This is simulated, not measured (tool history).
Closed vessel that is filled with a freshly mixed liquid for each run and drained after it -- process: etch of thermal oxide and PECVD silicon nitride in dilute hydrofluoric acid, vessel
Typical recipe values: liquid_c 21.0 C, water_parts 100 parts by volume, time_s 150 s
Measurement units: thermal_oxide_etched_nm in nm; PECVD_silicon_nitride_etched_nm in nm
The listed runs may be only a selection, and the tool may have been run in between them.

run	hour	liquid_c	water_parts	time_s	read-back film thickness of the thermal oxide reference wafer, read on the same gauge (nm)	read-back film thickness of the PECVD silicon nitride reference wafer, read on the same gauge (nm)	thermal_oxide_etched_nm	PECVD_silicon_nitride_etched_nm
1	0.0	21.0	100	150	40.01	49.974	7.65	4.748
2	24.8	21.0	100	150	40.02	49.988	7.73	4.755
3	51.9	21.0	100	150	40.00	49.985	7.74	4.788
4	65.1	21.0	100	150	40.04	50.000	7.81	4.828
5	89.5	21.0	100	150	40.01	49.987	7.80	4.815
6	120.3	21.0	100	150	39.99	49.977	7.80	4.857
7	152.2	21.0	100	150	40.01	49.992	7.84	4.854
8	180.9	21.0	100	150	40.05	49.999	7.86	4.876
9	195.8	21.0	100	150	40.02	50.039	7.91	4.911
# hour 202.8: thermometer replaced
# hour 203.9: hydrofluoric acid flow meter replaced
10	218.3	21.0	100	150	40.01	50.003	6.55	3.759
11	233.7	21.0	100	150	40.02	50.004	6.62	3.877
12	261.0	21.0	100	150	40.01	49.995	6.60	3.927
13	277.0	17.0	100	150	40.00	50.038	5.59	2.920
# hour 327.2: gauge calibrated
14	342.4	21.0	100	150	39.99	50.004	6.68	3.843
15	370.8	18.0	100	150	39.97	50.017	5.92	3.162
16	405.5	23.0	145	175	40.00	49.980	5.54	3.621
17	424.1	21.0	70	150	39.95	50.014	9.94	5.590
18	449.6	21.0	130	120	40.02	50.029	4.01	2.388
19	468.9	18.0	120	180	39.99	50.037	5.84	3.295
20	498.1	25.5	135	235	39.99	50.005	9.10	6.209
21	529.5	21.0	100	150	40.01	50.025	6.83	3.940
22	550.2	19.0	125	150	40.04	50.003	4.95	2.867
23	562.3	26.0	100	80	40.03	50.003	4.45	2.964
24	580.4	23.5	85	115	39.98	49.987	6.99	4.236
25	609.9	18.0	120	180	40.00	50.027	5.97	3.317

4 ways to go on from here, each from the tool as it stands after run 25. What would each give?
A	610.6	21.0	100	125	?	?	?	?
B	610.6	24.5	115	125	?	?	?	?
C	610.6	17.0	50	185	?	?	?	?
D	610.6	21.0	55	75	?	?	?	?

run	read-back film thickness of the thermal oxide reference wafer, read on the same gauge (nm)	read-back film thickness of the PECVD silicon nitride reference wafer, read on the same gauge (nm)	thermal_oxide_etched_nm	PECVD_silicon_nitride_etched_nm
A	40.01	49.971	5.72	3.401
B	40.01	49.971	5.62	3.737
C	40.01	49.971	15.13	7.499
D	40.01	49.971	6.57	3.663
Had the tool no hidden state, the same runs would have come out as:
run	thermal_oxide_etched_nm	PECVD_silicon_nitride_etched_nm
A	5.36	3.162
B	5.27	3.476
C	14.19	6.962
D	6.17	3.403
